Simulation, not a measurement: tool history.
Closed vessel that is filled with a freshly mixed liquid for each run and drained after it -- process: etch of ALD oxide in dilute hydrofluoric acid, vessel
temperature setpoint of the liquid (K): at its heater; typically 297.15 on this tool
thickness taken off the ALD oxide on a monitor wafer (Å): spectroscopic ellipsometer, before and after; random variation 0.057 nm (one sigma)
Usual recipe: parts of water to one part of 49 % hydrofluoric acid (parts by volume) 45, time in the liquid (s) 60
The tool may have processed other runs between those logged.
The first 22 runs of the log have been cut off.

| run | hour | temperature setpoint of the liquid (K) | parts of water to one part of 49 % hydrofluoric acid (parts by volume) | time in the liquid (s) | read-back film thickness of the ALD oxide reference wafer, read on the same gauge (nm) | thickness taken off the ALD oxide on a monitor wafer (Å) |
|---|---|---|---|---|---|---|
| 23 | 234.9 | 300.65 | 55 | 30 | 60.02 | 79.2 |
|  | 239.1 | gauge calibrated |
| 24 | 244.1 | 297.15 | 25 | 60 | 60.04 | 316.2 |
| 25 | 256.6 | 295.15 | 55 | 40 | 59.98 | 85 |
| 26 | 262.7 | 297.15 | 45 | 90 | 60.01 | 256.3 |
| 27 | 277.5 | 297.15 | 25 | 45 | 60 | 238.7 |
| 28 | 285.6 | 294.65 | 35 | 90 | 59.99 | 302.6 |
| 29 | 301.9 | 297.15 | 45 | 60 | 60.01 | 172.5 |
| 30 | 311.6 | 301.15 | 40 | 30 | 59.96 | 114.8 |
| 31 | 325.5 | 297.15 | 45 | 60 | 59.99 | 173.3 |
| 32 | 334.8 | 297.15 | 45 | 60 | 59.97 | 173.8 |
| 33 | 342.8 | 300.15 | 25 | 90 | 60.01 | 545.7 |

Predict each of these 5 candidate next runs independently; none follows another, all start after run 33:
| A | 343.5 | 297.15 | 45 | 60 | ? | ? |
| B | 343.5 | 292.65 | 45 | 60 | ? | ? |
| C | 343.5 | 297.15 | 45 | 45 | ? | ? |
| D | 343.5 | 297.15 | 30 | 60 | ? | ? |
| E | 343.5 | 297.15 | 30 | 30 | ? | ? |

| run | read-back film thickness of the ALD oxide reference wafer, read on the same gauge (nm) | thickness taken off the ALD oxide on a monitor wafer (Å) |
|---|---|---|
| A | 59.98 | 173.7 |
| B | 59.98 | 143.8 |
| C | 59.98 | 130.3 |
| D | 59.98 | 265.8 |
| E | 59.98 | 132.9 |
Stripped of hidden state, with their random variation kept, the same runs would have yielded:
| run | thickness taken off the ALD oxide on a monitor wafer (Å) |
|---|---|
| A | 167.6 |
| B | 138.7 |
| C | 125.7 |
| D | 256.6 |
| E | 128.3 |
